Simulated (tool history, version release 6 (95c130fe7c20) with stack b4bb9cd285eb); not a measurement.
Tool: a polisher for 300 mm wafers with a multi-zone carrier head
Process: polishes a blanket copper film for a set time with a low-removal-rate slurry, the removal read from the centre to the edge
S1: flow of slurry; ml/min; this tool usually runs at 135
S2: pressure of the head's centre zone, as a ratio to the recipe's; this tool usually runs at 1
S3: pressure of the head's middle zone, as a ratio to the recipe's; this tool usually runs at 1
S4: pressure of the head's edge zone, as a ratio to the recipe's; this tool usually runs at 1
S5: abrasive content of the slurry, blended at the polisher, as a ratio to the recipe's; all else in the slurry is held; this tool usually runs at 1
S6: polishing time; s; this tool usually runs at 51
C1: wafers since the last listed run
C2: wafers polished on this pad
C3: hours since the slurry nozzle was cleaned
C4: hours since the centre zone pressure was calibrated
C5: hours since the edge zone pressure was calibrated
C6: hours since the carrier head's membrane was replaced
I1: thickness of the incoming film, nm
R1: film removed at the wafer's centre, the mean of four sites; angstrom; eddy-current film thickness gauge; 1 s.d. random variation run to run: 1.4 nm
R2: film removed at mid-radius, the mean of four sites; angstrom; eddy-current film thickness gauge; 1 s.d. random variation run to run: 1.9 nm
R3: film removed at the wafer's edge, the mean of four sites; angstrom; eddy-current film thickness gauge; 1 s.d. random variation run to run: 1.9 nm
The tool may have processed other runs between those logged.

| run | hour | S1 | S2 | S3 | S4 | S5 | S6 | C1 | C2 | C3 | C4 | C5 | C6 | I1 | R1 | R2 | R3 |
|---|---|---|---|---|---|---|---|---|---|---|---|---|---|---|---|---|---|
| 1 | 0 | 135 | 0.93 | 1 | 1 | 1 | 51 | 0 | 59 | 530.8 | 261.3 | 892.8 | 0.5 | 1237.2 | 1212 | 1303 | 1293 |
| 2 | 10.6 | 135 | 0.93 | 1 | 1 | 1 | 51 | 65 | 125 | 541.4 | 271.9 | 903.4 | 11.1 | 1224.2 | 1214 | 1291 | 1288 |
| 3 | 21.3 | 135 | 1 | 1.06 | 1 | 1 | 51 | 66 | 191 | 552.1 | 282.6 | 914.1 | 21.8 | 1245.4 | 1282 | 1384 | 1264 |
|  | 29.6 | centre zone pressure recalibrated |
|  | 33.3 | edge zone pressure recalibrated |
| 4 | 33.8 | 135 | 1 | 1.06 | 1 | 1 | 51 | 52 | 244 | 564.6 | 4.2 | 0.5 | 34.3 | 1228.7 | 1277 | 1330 | 1249 |
| 5 | 72.3 | 135 | 1 | 1.12 | 1.11 | 1 | 65 | 238 | 483 | 603.1 | 42.7 | 39 | 72.8 | 1221.3 | 1608 | 1757 | 1659 |
| 6 | 84.1 | 110 | 1 | 1 | 1 | 0.75 | 51 | 73 | 556 | 614.9 | 54.5 | 50.8 | 84.6 | 1241.2 | 1154 | 1166 | 1163 |
| 7 | 101.7 | 135 | 1 | 1 | 1 | 1 | 51 | 109 | 665 | 632.5 | 72.1 | 68.4 | 102.2 | 1213.6 | 1275 | 1258 | 1276 |
| 8 | 109.1 | 135 | 0.94 | 1 | 1 | 0.85 | 51 | 45 | 711 | 639.9 | 79.5 | 75.8 | 109.6 | 1249.2 | 1148 | 1232 | 1217 |
| 9 | 125.7 | 150 | 1 | 0.93 | 1 | 0.75 | 34 | 103 | 814 | 656.5 | 96.1 | 92.4 | 126.2 | 1254.7 | 814 | 793 | 799 |
| 10 | 138.5 | 120 | 1 | 0.91 | 0.96 | 1 | 61 | 79 | 894 | 669.3 | 108.9 | 105.2 | 139 | 1234 | 1458 | 1392 | 1466 |
| 11 | 149.1 | 135 | 1 | 0.9 | 1 | 1.15 | 51 | 65 | 960 | 679.9 | 119.5 | 115.8 | 149.6 | 1240.8 | 1268 | 1195 | 1299 |
| 12 | 157 | 175 | 1 | 1 | 1 | 1.1 | 51 | 49 | 1009 | 687.8 | 127.4 | 123.7 | 157.5 | 1224.5 | 1291 | 1320 | 1308 |
| 13 | 172.4 | 135 | 1 | 1 | 1 | 1 | 51 | 95 | 1104 | 703.2 | 142.8 | 139.1 | 172.9 | 1260 | 1205 | 1254 | 1232 |
| 14 | 185.4 | 135 | 0.96 | 1 | 1 | 1 | 42 | 80 | 1185 | 716.2 | 155.8 | 152.1 | 185.9 | 1234.9 | 974 | 1032 | 1034 |
|  | 199 | slurry nozzle cleaned |
| 15 | 202.3 | 135 | 1 | 1 | 1 | 1 | 51 | 98 | 1283 | 3.3 | 172.7 | 169 | 202.8 | 1222.4 | 1341 | 1321 | 1280 |
| 16 | 212 | 180 | 1 | 1 | 1 | 1 | 60 | 60 | 1344 | 13 | 182.4 | 178.7 | 212.5 | 1237 | 1652 | 1644 | 1594 |
|  | 222.1 | worn pad replaced by a new one |
| 17 | 228.2 | 135 | 1 | 1.1 | 0.89 | 0.75 | 51 | 75 | 37 | 29.2 | 198.6 | 194.9 | 228.7 | 1242.9 | 1277 | 1386 | 1222 |
| 18 | 237.6 | 135 | 1 | 1 | 1 | 1 | 51 | 58 | 95 | 38.6 | 208 | 204.3 | 238.1 | 1244 | 1361 | 1346 | 1302 |
| 19 | 251.4 | 135 | 1 | 1 | 1 | 1 | 51 | 85 | 181 | 52.4 | 221.8 | 218.1 | 251.9 | 1222.1 | 1339 | 1320 | 1298 |
| 20 | 276.8 | 135 | 1 | 0.97 | 0.91 | 1 | 51 | 157 | 339 | 77.8 | 247.2 | 243.5 | 277.3 | 1261.4 | 1332 | 1326 | 1266 |
| 21 | 287 | 135 | 1 | 1 | 0.97 | 1 | 51 | 63 | 402 | 88 | 257.4 | 253.7 | 287.5 | 1248.9 | 1351 | 1347 | 1306 |
| 22 | 294.3 | 135 | 1 | 0.94 | 1 | 1 | 61 | 45 | 447 | 95.3 | 264.7 | 261 | 294.8 | 1238.2 | 1606 | 1569 | 1564 |

Each row is a separate what-if for the run after 22, all from the same tool condition, not one after another. Results?
| A | 294.7 | 135 | 1 | 1 | 1 | 1 | 51 | 2 | 450 | 95.7 | 265.1 | 261.4 | 295.2 | 1234.5 | ? | ? | ? |
| B | 294.7 | 135 | 0.97 | 1 | 1 | 1 | 51 | 2 | 450 | 95.7 | 265.1 | 261.4 | 295.2 | 1234.5 | ? | ? | ? |
| C | 294.7 | 180 | 1 | 1.09 | 1 | 0.85 | 51 | 2 | 450 | 95.7 | 265.1 | 261.4 | 295.2 | 1234.5 | ? | ? | ? |

| run | R1 | R2 | R3 |
|---|---|---|---|
| A | 1339 | 1365 | 1321 |
| B | 1310 | 1365 | 1321 |
| C | 1357 | 1456 | 1317 |
With the hidden condition removed and each run's random variation left untouched, the same runs would have given:
| run | R1 | R2 | R3 |
|---|---|---|---|
| A | 1347 | 1373 | 1326 |
| B | 1318 | 1373 | 1326 |
| C | 1365 | 1463 | 1322 |
